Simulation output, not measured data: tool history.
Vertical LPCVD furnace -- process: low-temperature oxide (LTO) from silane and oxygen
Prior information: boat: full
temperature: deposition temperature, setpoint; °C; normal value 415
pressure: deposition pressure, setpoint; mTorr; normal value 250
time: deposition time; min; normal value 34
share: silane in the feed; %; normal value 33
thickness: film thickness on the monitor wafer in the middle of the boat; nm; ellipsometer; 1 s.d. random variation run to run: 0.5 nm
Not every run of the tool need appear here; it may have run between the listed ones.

run     day  temperature  pressure  time  share  read-back reference wafer on the same gauge, thickness  thickness
  1       0          415       250    34     33                                                  382.99     345.16
  2     0.9          415       250    34     33                                                  382.92     345.61
  3   1.588          415       250    34     33                                                  383.02     346.38
  4   1.908          415       250    34     33                                                  382.97     345.72
  5   2.567          418       250    34     33                                                  383.05     357.69
  6   3.442          418       250    34     33                                                  382.92     357.29
  7   3.846          418       250    34     33                                                  383.05     358.55
  8   4.742          407       250    34     33                                                   382.9     316.78
  9   5.112          407       250    34     33                                                     383     317.91
      6.488  -- thermocouples replaced and temperature profile calibrated
 10   6.508          407       250    34     33                                                  382.98     304.64
 11   6.725          415       250    34     33                                                  382.97     332.91
 12   6.942          415       250    34     33                                                  382.89     334.31
 13   7.525          415       250    34     33                                                  383.03     333.32
      9.067  -- silane flow controller replaced
 14   9.088          415       250    34     33                                                  383.01     333.83
 15   9.304          410       250    43     33                                                  382.85     399.73
      9.575  -- gauge calibrated
     10.442  -- pressure gauge zeroed
 16  11.588          415       250    34     33                                                  382.91     333.63
 17  12.388          403       250    34     39                                                  382.95      362.3
 18  12.771          415       225  41.5     33                                                  382.97     367.88
 19  13.367          419       250    34     33                                                  383.09     348.49
 20  13.892          408       215    47     27                                                  382.99     275.53
 21  14.658          415       250    34     33                                                  382.99     334.52
 22  15.321          415       250    34     33                                                  382.81     335.44
 23   16.15          415       280    24     29                                                  382.86        221
 24  16.625          415       250    34     38                                                  383.09     400.66
 25  17.121          407       310    38     33                                                  382.99     425.32
 26  17.988          415       250    34     33                                                  382.98     334.46
 27  18.367          415       250    22     33                                                  382.99     216.22

Predict each of these 3 candidate next runs independently; none follows another, all start after run 27:
  A  18.588          415       250    41     33                                                       ?          ?
  B  18.588          415       250  26.5     33                                                       ?          ?
  C  18.588          415       250    23     28                                                       ?          ?

run  read-back reference wafer on the same gauge, thickness  thickness
  A                                                   383.2     403.17
  B                                                   383.2     260.59
  C                                                   383.2      179.4
Without the tool's unlogged condition, the same runs would have read:
run  thickness
  A     400.86
  B     259.09
  C     178.33
